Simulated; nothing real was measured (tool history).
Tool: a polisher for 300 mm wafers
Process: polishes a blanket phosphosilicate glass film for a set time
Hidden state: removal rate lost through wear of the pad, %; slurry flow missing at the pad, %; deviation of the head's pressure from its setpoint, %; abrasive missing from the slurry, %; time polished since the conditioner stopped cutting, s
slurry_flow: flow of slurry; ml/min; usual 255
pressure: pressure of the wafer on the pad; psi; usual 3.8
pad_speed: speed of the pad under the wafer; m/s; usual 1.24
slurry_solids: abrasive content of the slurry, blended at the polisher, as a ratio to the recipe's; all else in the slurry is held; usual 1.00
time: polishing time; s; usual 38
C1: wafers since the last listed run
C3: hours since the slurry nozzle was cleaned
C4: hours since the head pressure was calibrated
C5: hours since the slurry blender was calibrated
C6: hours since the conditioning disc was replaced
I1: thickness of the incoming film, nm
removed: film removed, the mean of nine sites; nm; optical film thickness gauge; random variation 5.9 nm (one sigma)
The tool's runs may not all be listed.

run 1 hour=0.0 | slurry_flow=255 pressure=3.8 pad_speed=1.24 slurry_solids=1.00 time=41 | C1=0 wafers_polished_on_this_pad=1637 C3=460.5 C4=267.3 C5=295.1 C6=239.3 | I1=3548.0 | removed=432.4
-- hour=14.7 conditioning disc replaced and pad reconditioned
-- hour=58.9 slurry blender recalibrated
run 2 hour=70.0 | slurry_flow=255 pressure=3.8 pad_speed=1.24 slurry_solids=1.00 time=38 | C1=958 wafers_polished_on_this_pad=2595 C3=530.5 C4=337.3 C5=11.1 C6=55.3 | I1=3622.4 | removed=397.7
-- hour=86.4 slurry nozzle cleaned
run 3 hour=108.8 | slurry_flow=255 pressure=3.8 pad_speed=1.24 slurry_solids=1.00 time=38 | C1=548 wafers_polished_on_this_pad=3144 C3=22.4 C4=376.1 C5=49.9 C6=94.1 | I1=3621.5 | removed=401.0
-- hour=145.5 worn pad replaced by a new one
run 4 hour=158.7 | slurry_flow=255 pressure=3.8 pad_speed=1.24 slurry_solids=1.00 time=38 | C1=666 wafers_polished_on_this_pad=191 C3=72.3 C4=426.0 C5=99.8 C6=144.0 | I1=3621.0 | removed=397.9
run 5 hour=200.7 | slurry_flow=255 pressure=3.8 pad_speed=1.52 slurry_solids=1.00 time=38 | C1=609 wafers_polished_on_this_pad=801 C3=114.3 C4=468.0 C5=141.8 C6=186.0 | I1=3620.0 | removed=465.8
run 6 hour=260.9 | slurry_flow=255 pressure=3.8 pad_speed=1.52 slurry_solids=1.00 time=38 | C1=874 wafers_polished_on_this_pad=1675 C3=174.5 C4=528.2 C5=202.0 C6=246.2 | I1=3564.8 | removed=451.8
-- hour=317.9 conditioning disc replaced and pad reconditioned
run 7 hour=331.3 | slurry_flow=255 pressure=3.8 pad_speed=1.24 slurry_solids=1.00 time=38 | C1=993 wafers_polished_on_this_pad=2668 C3=244.9 C4=598.6 C5=272.4 C6=13.4 | I1=3578.0 | removed=394.7
-- hour=386.4 slurry blender recalibrated
run 8 hour=420.0 | slurry_flow=255 pressure=3.8 pad_speed=1.24 slurry_solids=1.00 time=38 | C1=1258 wafers_polished_on_this_pad=3927 C3=333.6 C4=687.3 C5=33.6 C6=102.1 | I1=3663.1 | removed=391.8
-- hour=436.2 worn pad replaced by a new one
run 9 hour=473.1 | slurry_flow=255 pressure=3.8 pad_speed=1.24 slurry_solids=1.00 time=38 | C1=712 wafers_polished_on_this_pad=535 C3=386.7 C4=740.4 C5=86.7 C6=155.2 | I1=3615.3 | removed=397.7
run 10 hour=551.6 | slurry_flow=290 pressure=3.8 pad_speed=1.24 slurry_solids=1.00 time=38 | C1=1139 wafers_polished_on_this_pad=1674 C3=465.2 C4=818.9 C5=165.2 C6=233.7 | I1=3611.1 | removed=380.4
-- hour=589.0 slurry nozzle cleaned
-- hour=630.6 conditioning disc replaced and pad reconditioned
run 11 hour=647.9 | slurry_flow=315 pressure=4.8 pad_speed=1.24 slurry_solids=1.00 time=42 | C1=1354 wafers_polished_on_this_pad=3029 C3=58.9 C4=915.2 C5=261.5 C6=17.3 | I1=3624.9 | removed=550.8
-- hour=680.1 slurry blender recalibrated
-- hour=730.9 worn pad replaced by a new one
run 12 hour=753.0 | slurry_flow=255 pressure=3.8 pad_speed=1.24 slurry_solids=1.00 time=38 | C1=1438 wafers_polished_on_this_pad=321 C3=164.0 C4=1020.3 C5=72.9 C6=122.4 | I1=3607.4 | removed=384.8
run 13 hour=815.5 | slurry_flow=255 pressure=3.8 pad_speed=1.24 slurry_solids=1.00 time=45 | C1=907 wafers_polished_on_this_pad=1229 C3=226.5 C4=1082.8 C5=135.4 C6=184.9 | I1=3625.8 | removed=448.9
run 14 hour=917.0 | slurry_flow=255 pressure=3.8 pad_speed=0.84 slurry_solids=1.15 time=38 | C1=1473 wafers_polished_on_this_pad=2702 C3=328.0 C4=1184.3 C5=236.9 C6=286.4 | I1=3577.9 | removed=300.5
-- hour=955.2 conditioning disc replaced and pad reconditioned
-- hour=987.9 worn pad replaced by a new one
-- hour=1016.7 slurry blender recalibrated
-- hour=1078.6 head pressure recalibrated
-- hour=1152.8 slurry nozzle cleaned
run 15 hour=1187.9 | slurry_flow=180 pressure=3.2 pad_speed=1.64 slurry_solids=1.20 time=38 | C1=3773 wafers_polished_on_this_pad=2832 C3=35.1 C4=109.3 C5=171.2 C6=232.7 | I1=3533.9 | removed=460.9
-- hour=1226.5 conditioning disc replaced and pad reconditioned
run 16 hour=1240.0 | slurry_flow=255 pressure=3.8 pad_speed=1.24 slurry_solids=1.00 time=38 | C1=727 wafers_polished_on_this_pad=3559 C3=87.2 C4=161.4 C5=223.3 C6=13.5 | I1=3637.6 | removed=402.0
-- hour=1281.6 worn pad replaced by a new one
run 17 hour=1303.9 | slurry_flow=255 pressure=3.2 pad_speed=1.38 slurry_solids=1.15 time=43 | C1=869 wafers_polished_on_this_pad=323 C3=151.1 C4=225.3 C5=287.2 C6=77.4 | I1=3554.0 | removed=470.4
-- hour=1333.3 slurry blender recalibrated
run 18 hour=1363.7 | slurry_flow=255 pressure=3.5 pad_speed=1.24 slurry_solids=1.00 time=38 | C1=839 wafers_polished_on_this_pad=1162 C3=210.9 C4=285.1 C5=30.4 C6=137.2 | I1=3576.8 | removed=367.6
run 19 hour=1463.9 | slurry_flow=255 pressure=3.8 pad_speed=1.24 slurry_solids=0.80 time=27 | C1=1454 wafers_polished_on_this_pad=2617 C3=311.1 C4=385.3 C5=130.6 C6=237.4 | I1=3561.4 | removed=247.2

Forecast each of these 5 alternatives for the next run:
run A hour=1464.3 | slurry_flow=255 pressure=3.8 pad_speed=1.24 slurry_solids=1.00 time=49 | C1=5 wafers_polished_on_this_pad=2623 C3=311.5 C4=385.7 C5=131.0 C6=237.8 | I1=3640.2 | removed=?
run B hour=1464.3 | slurry_flow=305 pressure=3.8 pad_speed=1.24 slurry_solids=1.00 time=42 | C1=5 wafers_polished_on_this_pad=2623 C3=311.5 C4=385.7 C5=131.0 C6=237.8 | I1=3640.2 | removed=?
run C hour=1464.3 | slurry_flow=255 pressure=4.4 pad_speed=1.24 slurry_solids=1.15 time=38 | C1=5 wafers_polished_on_this_pad=2623 C3=311.5 C4=385.7 C5=131.0 C6=237.8 | I1=3640.2 | removed=?
run D hour=1464.3 | slurry_flow=255 pressure=5.0 pad_speed=1.24 slurry_solids=1.25 time=38 | C1=5 wafers_polished_on_this_pad=2623 C3=311.5 C4=385.7 C5=131.0 C6=237.8 | I1=3640.2 | removed=?
run E hour=1464.3 | slurry_flow=255 pressure=3.8 pad_speed=1.46 slurry_solids=0.80 time=38 | C1=5 wafers_polished_on_this_pad=2623 C3=311.5 C4=385.7 C5=131.0 C6=237.8 | I1=3640.2 | removed=?

run=A removed=510.7
run=B removed=443.8
run=C removed=498.0
run=D removed=591.0
run=E removed=383.1
Without the tool's hidden state the same runs would have given:
run=A removed=507.9
run=B removed=441.4
run=C removed=495.3
run=D removed=587.8
run=E removed=381.0
